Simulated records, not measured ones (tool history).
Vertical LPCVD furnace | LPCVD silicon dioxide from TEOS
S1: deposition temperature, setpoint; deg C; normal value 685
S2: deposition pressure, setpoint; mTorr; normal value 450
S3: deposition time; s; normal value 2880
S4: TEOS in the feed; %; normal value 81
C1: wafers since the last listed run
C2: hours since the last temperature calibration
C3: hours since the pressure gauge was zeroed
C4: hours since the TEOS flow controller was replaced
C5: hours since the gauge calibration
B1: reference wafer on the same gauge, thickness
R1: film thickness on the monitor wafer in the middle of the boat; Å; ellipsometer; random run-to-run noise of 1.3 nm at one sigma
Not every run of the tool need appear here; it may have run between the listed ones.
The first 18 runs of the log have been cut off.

run 19 day=52.004 | S1=685 S2=450 S3=2880 S4=81 | C1=2545 C2=881.8 C3=582.3 C4=268.2 C5=2162.1 | B1=309.84 | R1=3227.2
run 20 day=55.175 | S1=696 S2=380 S3=2880 S4=81 | C1=1908 C2=957.9 C3=658.4 C4=344.3 C5=2238.2 | B1=310.25 | R1=3834.6
run 21 day=57.558 | S1=685 S2=450 S3=2880 S4=81 | C1=1434 C2=1015.1 C3=715.6 C4=401.5 C5=2295.4 | B1=309.95 | R1=3218.9
-- day=60.171 gauge calibrated
run 22 day=61.858 | S1=690 S2=415 S3=1800 S4=66 | C1=2587 C2=1118.3 C3=818.8 C4=504.7 C5=40.5 | B1=309.50 | R1=1950.1
run 23 day=63.588 | S1=685 S2=450 S3=2880 S4=81 | C1=1040 C2=1159.8 C3=860.3 C4=546.2 C5=82.0 | B1=310.36 | R1=3222.0
run 24 day=65.092 | S1=685 S2=450 S3=2880 S4=81 | C1=905 C2=1195.9 C3=896.4 C4=582.3 C5=118.1 | B1=310.12 | R1=3213.7
run 25 day=67.971 | S1=695 S2=450 S3=3390 S4=81 | C1=1732 C2=1265.0 C3=965.5 C4=651.4 C5=187.2 | B1=310.09 | R1=4799.8
run 26 day=71.762 | S1=685 S2=450 S3=2880 S4=81 | C1=2281 C2=1356.0 C3=1056.5 C4=742.4 C5=278.2 | B1=309.93 | R1=3216.7
run 27 day=75.296 | S1=685 S2=450 S3=2880 S4=81 | C1=2126 C2=1440.8 C3=1141.3 C4=827.2 C5=363.0 | B1=310.05 | R1=3211.2
run 28 day=78.617 | S1=674 S2=410 S3=3780 S4=66 | C1=1998 C2=1520.5 C3=1221.0 C4=906.9 C5=442.7 | B1=309.88 | R1=2795.9
run 29 day=80.725 | S1=685 S2=450 S3=3720 S4=81 | C1=1268 C2=1571.1 C3=1271.6 C4=957.5 C5=493.3 | B1=309.68 | R1=4154.8
run 30 day=82.762 | S1=696 S2=410 S3=2430 S4=96 | C1=1226 C2=1620.0 C3=1320.5 C4=1006.4 C5=542.2 | B1=310.19 | R1=3671.5
run 31 day=86.008 | S1=685 S2=450 S3=2880 S4=81 | C1=1953 C2=1697.9 C3=1398.4 C4=1084.3 C5=620.1 | B1=309.95 | R1=3224.7
-- day=90.683 thermocouples replaced and temperature profile calibrated
run 32 day=90.704 | S1=679 S2=450 S3=2880 S4=87 | C1=2224 C2=0.5 C3=1511.1 C4=1197.0 C5=732.8 | B1=310.17 | R1=2897.0

3 ways to go on from here, each from the tool as it stands after run 32. What would each give?
run A day=90.858 | S1=682 S2=450 S3=2880 S4=81 | C1=92 C2=4.2 C3=1514.8 C4=1200.7 C5=736.5 | B1=? | R1=?
run B day=90.858 | S1=685 S2=450 S3=2490 S4=81 | C1=92 C2=4.2 C3=1514.8 C4=1200.7 C5=736.5 | B1=? | R1=?
run C day=90.858 | S1=677 S2=450 S3=1800 S4=87 | C1=92 C2=4.2 C3=1514.8 C4=1200.7 C5=736.5 | B1=? | R1=?

run=A B1=309.85 R1=2983.7
run=B B1=309.85 R1=2772.9
run=C B1=309.85 R1=1711.7
Without the tool's hidden state the same runs would have given:
run=A R1=2983.7
run=B R1=2772.9
run=C R1=1711.7
